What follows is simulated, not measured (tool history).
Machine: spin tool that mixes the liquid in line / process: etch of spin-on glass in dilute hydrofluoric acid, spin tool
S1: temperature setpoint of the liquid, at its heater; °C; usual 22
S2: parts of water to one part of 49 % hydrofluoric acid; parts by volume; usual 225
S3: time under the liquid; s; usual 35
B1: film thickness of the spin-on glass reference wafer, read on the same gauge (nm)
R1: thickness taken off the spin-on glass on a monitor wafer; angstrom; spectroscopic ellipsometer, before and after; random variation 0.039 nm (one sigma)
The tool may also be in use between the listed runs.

Run 1, hour 0: usual settings; B1 89.99. Result: R1 63 angstrom.
Run 2, hour 31.7: usual settings; B1 89.99. Result: R1 63.4 angstrom.
Run 3, hour 74: usual settings; B1 90.01. Result: R1 63.3 angstrom.
Run 4, hour 260: usual settings; B1 90. Result: R1 63.8 angstrom.
Run 5, hour 312.7: usual settings but S2 140 parts by volume; B1 89.99. Result: R1 112.7 angstrom.
Run 6, hour 343: usual settings but S2 140 parts by volume; B1 89.98. Result: R1 111.7 angstrom.
Run 7, hour 376: usual settings but S1 24.5 °C, S3 25 s; B1 90.01. Result: R1 49.6 angstrom.
Run 8, hour 442.4: usual settings but S1 24.5 °C, S3 25 s; B1 89.98. Result: R1 50.3 angstrom.
Run 9, hour 498.5: usual settings but S1 24.5 °C, S3 25 s; B1 90. Result: R1 50.3 angstrom.
At hour 534.8: hydrofluoric acid flow meter replaced.
Run 10, hour 553.5: usual settings; B1 89.99. Result: R1 64.1 angstrom.
Run 11, hour 609.7: usual settings; B1 90. Result: R1 63.8 angstrom.
Run 12, hour 650.1: usual settings; B1 89.98. Result: R1 64.8 angstrom.
Run 13, hour 692.2: usual settings; B1 89.98. Result: R1 64.3 angstrom.
Run 14, hour 734.9: usual settings; B1 90.01. Result: R1 64.4 angstrom.
Run 15, hour 762.1: usual settings but S1 19.5 °C, S2 190 parts by volume; B1 90.02. Result: R1 72.4 angstrom.
At hour 782.2: gauge calibrated.
Run 16, hour 831.2: usual settings; B1 89.97. Result: R1 64.2 angstrom.
At hour 869.8: thermometer replaced.
Run 17, hour 892.2: usual settings; B1 90.02. Result: R1 60.4 angstrom.
Run 18, hour 930.1: usual settings; B1 89.99. Result: R1 61.2 angstrom.
Run 19, hour 1000.2: usual settings but S1 24 °C, S3 20 s; B1 90. Result: R1 37.9 angstrom.
Run 20, hour 1044.6: usual settings but S2 165 parts by volume; B1 90. Result: R1 88.5 angstrom.
Run 21, hour 1087.4: usual settings but S1 20 °C, S2 170 parts by volume; B1 89.98. Result: R1 79.1 angstrom.
Run 22, hour 1158: usual settings but S1 24 °C, S2 260 parts by volume; B1 90.01. Result: R1 54.7 angstrom.
Run 23, hour 1216.4: usual settings; B1 90.02. Result: R1 61.1 angstrom.
Run 24, hour 1277.4: usual settings but S1 17.5 °C, S2 120 parts by volume, S3 30 s; B1 89.99. Result: R1 93 angstrom.
Run 25, hour 1326.1: usual settings but S2 140 parts by volume, S3 50 s; B1 90.02. Result: R1 155.3 angstrom.
Run 26, hour 1353.1: usual settings but S1 24 °C; B1 90.01. Result: R1 66.5 angstrom.
Run 27, hour 1378: usual settings but S1 20.5 °C, S3 45 s; B1 90.05. Result: R1 75.4 angstrom.
Run 28, hour 1417.8: usual settings but S2 260 parts by volume, S3 30 s; B1 89.98. Result: R1 44.4 angstrom.
Run 29, hour 1553.2: usual settings but S1 18.5 °C, S2 190 parts by volume; B1 89.97. Result: R1 66.6 angstrom.
Run 30, hour 1591.9: usual settings but S1 20 °C; B1 90.01. Result: R1 57.9 angstrom.
Run 31, hour 1638.3: usual settings but S1 26 °C, S3 30 s; B1 90.03. Result: R1 61.6 angstrom.
Run 32, hour 1696.9: usual settings but S1 19.5 °C, S2 190 parts by volume; B1 90.01. Result: R1 69.3 angstrom.
Run 33, hour 1737.2: usual settings but S2 325 parts by volume; B1 90. Result: R1 39.4 angstrom.
Run 34, hour 1772.6: usual settings; B1 90.02. Result: R1 63 angstrom.

Predict each of these 4 candidate next runs independently; none follows another, all start after run 34:
Run A, hour 1773: usual settings but S3 20 s; B1 ?. Result: R1 ?.
Run B, hour 1773: usual settings but S1 19.5 °C, S2 260 parts by volume, S3 45 s; B1 ?. Result: R1 ?.
Run C, hour 1773: usual settings but S1 27 °C, S2 275 parts by volume, S3 40 s; B1 ?. Result: R1 ?.
Run D, hour 1773: usual settings but S1 17 °C, S3 25 s; B1 ?. Result: R1 ?.

run     B1    R1
  A  89.98  35.9
  B  89.98  61.5
  C  89.98  66.4
  D  89.98  37.1
Take away the tool's hidden state, keep each run's random variation, and the runs would have read:
run    R1
  A  34.6
  B  59.3
  C  64.2
  D  35.7
